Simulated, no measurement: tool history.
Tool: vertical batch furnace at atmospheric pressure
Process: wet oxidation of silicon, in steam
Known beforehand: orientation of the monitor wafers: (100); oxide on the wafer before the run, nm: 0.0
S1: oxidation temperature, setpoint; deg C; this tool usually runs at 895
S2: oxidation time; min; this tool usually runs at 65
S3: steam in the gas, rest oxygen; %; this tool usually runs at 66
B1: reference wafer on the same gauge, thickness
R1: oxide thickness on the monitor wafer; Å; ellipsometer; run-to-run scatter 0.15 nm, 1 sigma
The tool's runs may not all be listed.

run 1 hour=0 | S1=895 S2=65 S3=66 | B1=85.99 | R1=949.7
run 2 hour=10.6 | S1=895 S2=39.5 S3=66 | B1=86.02 | R1=592.6
run 3 hour=19.5 | S1=895 S2=65 S3=66 | B1=86 | R1=944.6
run 4 hour=34.9 | S1=895 S2=65 S3=66 | B1=85.97 | R1=947.3
run 5 hour=45.2 | S1=895 S2=65 S3=66 | B1=86.02 | R1=948.9
run 6 hour=67.4 | S1=900 S2=65 S3=66 | B1=86.02 | R1=1022.6
run 7 hour=82.2 | S1=900 S2=65 S3=66 | B1=86.01 | R1=1022.5
-- hour=93.3 gauge calibrated
run 8 hour=98.9 | S1=895 S2=65 S3=66 | B1=85.98 | R1=945.3
run 9 hour=110 | S1=872 S2=93.5 S3=66 | B1=85.98 | R1=921.7
-- hour=136.2 thermocouples replaced and temperature profile calibrated
run 10 hour=136.7 | S1=895 S2=37 S3=75 | B1=85.95 | R1=628.2
run 11 hour=142 | S1=895 S2=49.5 S3=66 | B1=85.97 | R1=731.5
-- hour=169.3 steam generator serviced
run 12 hour=169.8 | S1=895 S2=65 S3=66 | B1=86.01 | R1=1019.9
run 13 hour=175 | S1=887 S2=46.5 S3=66 | B1=86.02 | R1=656.2
run 14 hour=187.6 | S1=870 S2=36 S3=74 | B1=85.98 | R1=428.4
run 15 hour=208.3 | S1=895 S2=94.5 S3=66 | B1=86 | R1=1434.8
run 16 hour=229.6 | S1=917 S2=65 S3=66 | B1=86.01 | R1=1372.2

Each row is a separate what-if for the run after 16, all from the same tool condition, not one after another. Results?
run A hour=234.9 | S1=895 S2=65 S3=66 | B1=? | R1=?
run B hour=234.9 | S1=895 S2=65 S3=70 | B1=? | R1=?
run C hour=234.9 | S1=895 S2=65 S3=71 | B1=? | R1=?
run D hour=234.9 | S1=895 S2=65 S3=59 | B1=? | R1=?
run E hour=234.9 | S1=918 S2=81 S3=61 | B1=? | R1=?

run=A B1=86 R1=1011.2
run=B B1=86 R1=1067.6
run=C B1=86 R1=1081.6
run=D B1=86 R1=911.3
run=E B1=86 R1=1566.8
Had the tool no hidden state, the same runs would have come out as:
run=A R1=1024.3
run=B R1=1081.4
run=C R1=1095.6
run=D R1=923.2
run=E R1=1585.9
